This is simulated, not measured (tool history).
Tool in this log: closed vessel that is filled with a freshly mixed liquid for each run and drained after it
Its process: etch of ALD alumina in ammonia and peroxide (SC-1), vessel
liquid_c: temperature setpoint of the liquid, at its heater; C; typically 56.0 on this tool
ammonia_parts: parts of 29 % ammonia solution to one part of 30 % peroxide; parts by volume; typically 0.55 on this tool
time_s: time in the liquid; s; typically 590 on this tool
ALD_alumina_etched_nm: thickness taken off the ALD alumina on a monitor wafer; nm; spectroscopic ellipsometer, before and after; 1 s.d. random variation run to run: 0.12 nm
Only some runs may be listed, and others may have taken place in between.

run    hour  liquid_c  ammonia_parts  time_s  wafers since the last listed run  hours since the thermometer was replaced  hours since the ammonia flow meter was replaced  hours since the drum of ammonia solution was connected  hours since the gauge calibration  read-back film thickness of the ALD alumina reference wafer, read on the same gauge (nm)  ALD_alumina_etched_nm
  1     0.0      56.0           0.55     590                                 0                                    1685.4                                           1185.4                                                   169.0                              996.3                                                                                     90.01                  49.51
  2    49.1      56.0           0.55     355                              2786                                    1734.5                                           1234.5                                                   218.1                             1045.4                                                                                     90.00                  29.85
      249.3  -- new drum of ammonia solution connected
  3   316.4      56.0           0.55     355                             15111                                    2001.8                                           1501.8                                                    67.1                             1312.7                                                                                     90.01                  30.06
  4   385.4      56.0           0.50     590                              3915                                    2070.8                                           1570.8                                                   136.1                             1381.7                                                                                     89.97                  49.32
  5   448.4      56.0           0.55     590                              3575                                    2133.8                                           1633.8                                                   199.1                             1444.7                                                                                     90.01                  49.78
  6   525.9      56.0           0.55     590                              4397                                    2211.3                                           1711.3                                                   276.6                             1522.2                                                                                     89.99                  49.50
  7   622.5      56.0           0.55     590                              5481                                    2307.9                                           1807.9                                                   373.2                             1618.8                                                                                     90.00                  49.69
      657.3  -- new drum of ammonia solution connected
  8   671.7      56.0           0.55     590                              2735                                    2357.1                                           1857.1                                                    14.4                             1668.0                                                                                     90.00                  50.34
      694.7  -- gauge calibrated
  9   750.6      52.5           0.55     325                              4477                                    2436.0                                           1936.0                                                    93.3                               55.9                                                                                     89.96                  22.99
 10   853.7      52.5           0.55     325                              5850                                    2539.1                                           2039.1                                                   196.4                              159.0                                                                                     90.02                  23.02
      856.3  -- thermometer replaced
      895.4  -- ammonia flow meter replaced
 11   925.4      52.5           0.55     325                              3955                                      69.1                                             30.0                                                   268.1                              230.7                                                                                     90.02                  22.12
     1110.1  -- new drum of ammonia solution connected
 12  1159.2      52.5           0.55     325                             13210                                     302.9                                            263.8                                                    49.1                              464.5                                                                                     90.05                  22.35
 13  1257.9      56.0           0.55     935                              5600                                     401.6                                            362.5                                                   147.8                              563.2                                                                                     89.98                  77.37
 14  1301.0      52.0           0.45     590                              2445                                     444.7                                            405.6                                                   190.9                              606.3                                                                                     89.97                  38.67
 15  1371.0      49.5           0.65     590                              3972                                     514.7                                            475.6                                                   260.9                              676.3                                                                                     89.99                  35.05
     1563.3  -- new drum of ammonia solution connected
 16  1678.9      48.5           0.65     885                             17415                                     822.6                                            783.5                                                   115.6                              984.2                                                                                     89.99                  49.79
 17  1727.2      49.5           0.80     925                              2740                                     870.9                                            831.8                                                   163.9                             1032.5                                                                                     89.99                  56.22
 18  1780.5      56.0           0.55     425                              3024                                     924.2                                            885.1                                                   217.2                             1085.8                                                                                     89.99                  35.27
 19  1872.5      56.0           0.55     590                              5220                                    1016.2                                            977.1                                                   309.2                             1177.8                                                                                     89.99                  48.99
     1942.8  -- new drum of ammonia solution connected
 20  1977.5      50.5           0.30     590                              5901                                    1121.2                                           1082.1                                                    34.7                             1282.8                                                                                     89.99                  34.60

What does the tool deliver on the next run?
 21  2040.3      47.0           0.30     930                              3563                                    1184.0                                           1144.9                                                    97.5                             1345.6                                                                                         ?                      ?

Run 21 yielded read-back film thickness of the ALD alumina reference wafer, read on the same gauge (nm) 89.97, ALD_alumina_etched_nm 45.04 nm.
If the tool had no hidden condition, the same run with the same run-to-run variation would have returned ALD_alumina_etched_nm 44.54 nm.
